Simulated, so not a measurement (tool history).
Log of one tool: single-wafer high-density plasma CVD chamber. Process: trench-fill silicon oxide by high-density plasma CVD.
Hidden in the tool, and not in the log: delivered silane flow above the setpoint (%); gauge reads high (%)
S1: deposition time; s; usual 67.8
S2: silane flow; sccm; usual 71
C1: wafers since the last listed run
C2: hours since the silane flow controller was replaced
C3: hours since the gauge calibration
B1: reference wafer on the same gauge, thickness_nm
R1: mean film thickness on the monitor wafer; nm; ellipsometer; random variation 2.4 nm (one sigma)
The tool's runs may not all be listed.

{"run": 1, "hour": 0.0, "S1": 67.8, "S2": 67, "C1": 0, "C2": 1274.1, "C3": 925.6, "B1": 471.83, "R1": 497.05}
{"run": 2, "hour": 50.3, "S1": 67.8, "S2": 71, "C1": 771, "C2": 1324.4, "C3": 975.9, "B1": 472.31, "R1": 519.622}
{"run": 3, "hour": 114.6, "S1": 67.8, "S2": 71, "C1": 985, "C2": 1388.7, "C3": 1040.2, "B1": 471.796, "R1": 519.508}
{"run": 4, "hour": 153.7, "S1": 67.8, "S2": 77, "C1": 599, "C2": 1427.8, "C3": 1079.3, "B1": 471.935, "R1": 549.898}
{"run": 5, "hour": 208.6, "S1": 67.8, "S2": 77, "C1": 841, "C2": 1482.7, "C3": 1134.2, "B1": 472.165, "R1": 551.799}
{"run": 6, "hour": 252.7, "S1": 67.8, "S2": 77, "C1": 676, "C2": 1526.8, "C3": 1178.3, "B1": 471.727, "R1": 549.321}
{"run": 7, "hour": 323.3, "S1": 60.9, "S2": 74, "C1": 1082, "C2": 1597.4, "C3": 1248.9, "B1": 471.832, "R1": 478.376}
{"run": 8, "hour": 359.3, "S1": 60.9, "S2": 74, "C1": 551, "C2": 1633.4, "C3": 1284.9, "B1": 471.998, "R1": 475.708}
{"run": 9, "hour": 423.7, "S1": 67.8, "S2": 71, "C1": 987, "C2": 1697.8, "C3": 1349.3, "B1": 472.397, "R1": 514.4}
{"run": 10, "hour": 479.5, "S1": 75.1, "S2": 78, "C1": 855, "C2": 1753.6, "C3": 1405.1, "B1": 472.109, "R1": 610.311}
{"run": 11, "hour": 516.0, "S1": 75.1, "S2": 78, "C1": 559, "C2": 1790.1, "C3": 1441.6, "B1": 472.091, "R1": 611.018}
{"run": 12, "hour": 562.5, "S1": 75.1, "S2": 78, "C1": 712, "C2": 1836.6, "C3": 1488.1, "B1": 471.891, "R1": 605.462}
{"run": 13, "hour": 626.9, "S1": 67.8, "S2": 71, "C1": 987, "C2": 1901.0, "C3": 1552.5, "B1": 471.957, "R1": 507.432}
{"run": 14, "hour": 669.1, "S1": 74.7, "S2": 63, "C1": 646, "C2": 1943.2, "C3": 1594.7, "B1": 471.915, "R1": 511.506}
{"run": 15, "hour": 724.5, "S1": 58.4, "S2": 60, "C1": 849, "C2": 1998.6, "C3": 1650.1, "B1": 472.093, "R1": 382.949}
{"run": 16, "hour": 784.3, "S1": 57.6, "S2": 80, "C1": 916, "C2": 2058.4, "C3": 1709.9, "B1": 472.046, "R1": 471.413}
{"hour": 823.8, "done": "gauge calibrated"}
{"run": 17, "hour": 837.5, "S1": 63.4, "S2": 67, "C1": 815, "C2": 2111.6, "C3": 13.7, "B1": 472.06, "R1": 449.012}
{"run": 18, "hour": 902.6, "S1": 62.2, "S2": 66, "C1": 997, "C2": 2176.7, "C3": 78.8, "B1": 472.249, "R1": 435.185}
{"hour": 995.4, "done": "silane flow controller replaced"}
{"run": 19, "hour": 1076.8, "S1": 67.8, "S2": 71, "C1": 2547, "C2": 81.4, "C3": 253.0, "B1": 472.397, "R1": 530.162}
{"run": 20, "hour": 1111.1, "S1": 75.1, "S2": 78, "C1": 525, "C2": 115.7, "C3": 287.3, "B1": 471.848, "R1": 633.987}
{"run": 21, "hour": 1173.0, "S1": 54.4, "S2": 84, "C1": 948, "C2": 177.6, "C3": 349.2, "B1": 471.983, "R1": 488.226}
{"run": 22, "hour": 1226.5, "S1": 67.8, "S2": 71, "C1": 820, "C2": 231.1, "C3": 402.7, "B1": 472.255, "R1": 526.897}
{"run": 23, "hour": 1260.8, "S1": 75.7, "S2": 83, "C1": 525, "C2": 265.4, "C3": 437.0, "B1": 472.113, "R1": 669.595}
{"run": 24, "hour": 1311.5, "S1": 58.5, "S2": 61, "C1": 777, "C2": 316.1, "C3": 487.7, "B1": 472.217, "R1": 409.064}
{"run": 25, "hour": 1357.5, "S1": 67.8, "S2": 58, "C1": 705, "C2": 362.1, "C3": 533.7, "B1": 472.104, "R1": 453.51}
{"run": 26, "hour": 1424.3, "S1": 75.3, "S2": 81, "C1": 1023, "C2": 428.9, "C3": 600.5, "B1": 472.02, "R1": 652.713}

Forecast each of these 4 alternatives for the next run:
{"run": "A", "hour": 1424.7, "S1": 67.8, "S2": 71, "C1": 6, "C2": 429.3, "C3": 600.9, "B1": "?", "R1": "?"}
{"run": "B", "hour": 1424.7, "S1": 62.0, "S2": 82, "C1": 6, "C2": 429.3, "C3": 600.9, "B1": "?", "R1": "?"}
{"run": "C", "hour": 1424.7, "S1": 64.3, "S2": 76, "C1": 6, "C2": 429.3, "C3": 600.9, "B1": "?", "R1": "?"}
{"run": "D", "hour": 1424.7, "S1": 67.8, "S2": 64, "C1": 6, "C2": 429.3, "C3": 600.9, "B1": "?", "R1": "?"}

run=A B1=472.128 R1=531.898
run=B B1=472.128 R1=544.540
run=C B1=472.128 R1=531.849
run=D B1=472.128 R1=491.435
Without the tool's hidden state the same runs would have given:
run=A R1=532.550
run=B R1=545.208
run=C R1=532.502
run=D R1=492.038
